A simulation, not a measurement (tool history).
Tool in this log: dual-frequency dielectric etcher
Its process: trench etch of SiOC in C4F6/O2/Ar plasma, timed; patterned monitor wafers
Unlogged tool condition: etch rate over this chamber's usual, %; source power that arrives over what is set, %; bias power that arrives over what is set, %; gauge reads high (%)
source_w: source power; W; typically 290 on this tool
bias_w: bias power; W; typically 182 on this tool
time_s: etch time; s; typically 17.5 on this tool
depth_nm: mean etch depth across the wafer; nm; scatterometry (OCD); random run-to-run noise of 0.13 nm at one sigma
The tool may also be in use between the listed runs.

run   hour  source_w  bias_w  time_s  wafers since the last listed run  hours since the last wet clean  hours since the last source power generator calibration  hours since the last bias power generator calibration  hours since the last upper electrode change  hours since the gauge calibration  read-back reference wafer on the same gauge, depth_nm  depth_nm
  1    0.0       290     211    20.0                                 0                             0.8                                                   4145.4                                                 2201.8                                       4554.6                              876.2                                                  37.97     38.30
      25.2  -- upper electrode replaced
  2   49.5       290     182    17.5                               427                            50.3                                                   4194.9                                                 2251.3                                         24.3                              925.7                                                  38.00     32.47
      65.1  -- bias power generator calibrated
  3   79.3       290     182    17.5                               432                            80.1                                                   4224.7                                                   14.2                                         54.1                              955.5                                                  38.00     32.47
  4   96.3       290     182    17.5                               284                            97.1                                                   4241.7                                                   31.2                                         71.1                              972.5                                                  38.01     32.56
  5  128.7       290     182    17.5                               542                           129.5                                                   4274.1                                                   63.6                                        103.5                             1004.9                                                  37.97     32.52
     159.7  -- gauge calibrated
  6  198.6       290     182    17.5                              1171                           199.4                                                   4344.0                                                  133.5                                        173.4                               38.9                                                  37.96     32.51
  7  225.2       290     182    17.5                               445                           226.0                                                   4370.6                                                  160.1                                        200.0                               65.5                                                  38.00     32.51
  8  256.2       290     182    17.5                               519                           257.0                                                   4401.6                                                  191.1                                        231.0                               96.5                                                  37.97     32.40
     274.2  -- source power generator calibrated
  9  277.6       290     159    13.5                               291                           278.4                                                      3.4                                                  212.5                                        252.4                              117.9                                                  38.05     24.43
 10  308.7       220     140    15.0                               521                           309.5                                                     34.5                                                  243.6                                        283.5                              149.0                                                  38.06     24.42
     348.1  -- wet clean of the chamber
 11  348.6       290     182    13.5                               266                             0.5                                                     74.4                                                  283.5                                        323.4                              188.9                                                  38.09     25.11
 12  358.7       290     182    17.5                               169                            10.6                                                     84.5                                                  293.6                                        333.5                              199.0                                                  38.01     32.32
 13  378.0       330     214    13.5                               323                            29.9                                                    103.8                                                  312.9                                        352.8                              218.3                                                  37.99     27.05
 14  410.2       230     182    19.0                               539                            62.1                                                    136.0                                                  345.1                                        385.0                              250.5                                                  37.99     32.96
 15  432.5       230     221    17.5                               373                            84.4                                                    158.3                                                  367.4                                        407.3                              272.8                                                  37.99     31.53
 16  467.6       290     182    17.5                               588                           119.5                                                    193.4                                                  402.5                                        442.4                              307.9                                                  37.98     32.39
 17  489.7       360     156    20.0                               370                           141.6                                                    215.5                                                  424.6                                        464.5                              330.0                                                  37.99     38.62
 18  510.8       290     182    17.5                               353                           162.7                                                    236.6                                                  445.7                                        485.6                              351.1                                                  37.97     32.35
 19  545.8       290     182    17.5                               586                           197.7                                                    271.6                                                  480.7                                        520.6                              386.1                                                  37.97     32.66
 20  565.7       290     182    19.0                               333                           217.6                                                    291.5                                                  500.6                                        540.5                              406.0                                                  38.01     35.44
 21  596.4       350     225    19.0                               514                           248.3                                                    322.2                                                  531.3                                        571.2                              436.7                                                  38.04     39.19
 22  617.5       290     208    15.0                               353                           269.4                                                    343.3                                                  552.4                                        592.3                              457.8                                                  38.02     28.64
 23  651.0       290     213    20.5                               561                           302.9                                                    376.8                                                  585.9                                        625.8                              491.3                                                  37.92     39.26
 24  665.4       290     214    17.5                               241                           317.3                                                    391.2                                                  600.3                                        640.2                              505.7                                                  37.95     33.73
 25  693.9       240     137    19.0                               477                           345.8                                                    419.7                                                  628.8                                        668.7                              534.2                                                  38.03     31.41
 26  726.8       290     208    15.0                               551                           378.7                                                    452.6                                                  661.7                                        701.6                              567.1                                                  37.99     28.72
     751.6  -- wet clean of the chamber
 27  752.1       290     182    17.5                                21                             0.5                                                    477.9                                                  687.0                                        726.9                              592.4                                                  38.03     32.49
 28  784.2       290     212    13.0                               537                            32.6                                                    510.0                                                  719.1                                        759.0                              624.5                                                  38.01     24.92
 29  815.8       230     182    20.5                               529                            64.2                                                    541.6                                                  750.7                                        790.6                              656.1                                                  38.08     35.81
 30  828.1       320     213    21.5                               206                            76.5                                                    553.9                                                  763.0                                        802.9                              668.4                                                  37.95     42.50

List, for all runs, the conditions of the tool that the log does not record:
etch rate over this chamber's usual, %: 0 across all the runs
source power that arrives over what is set, %: 0 across all the runs
bias power that arrives over what is set, %: 0 across all the runs
gauge reads high (%): 0 across all the runs
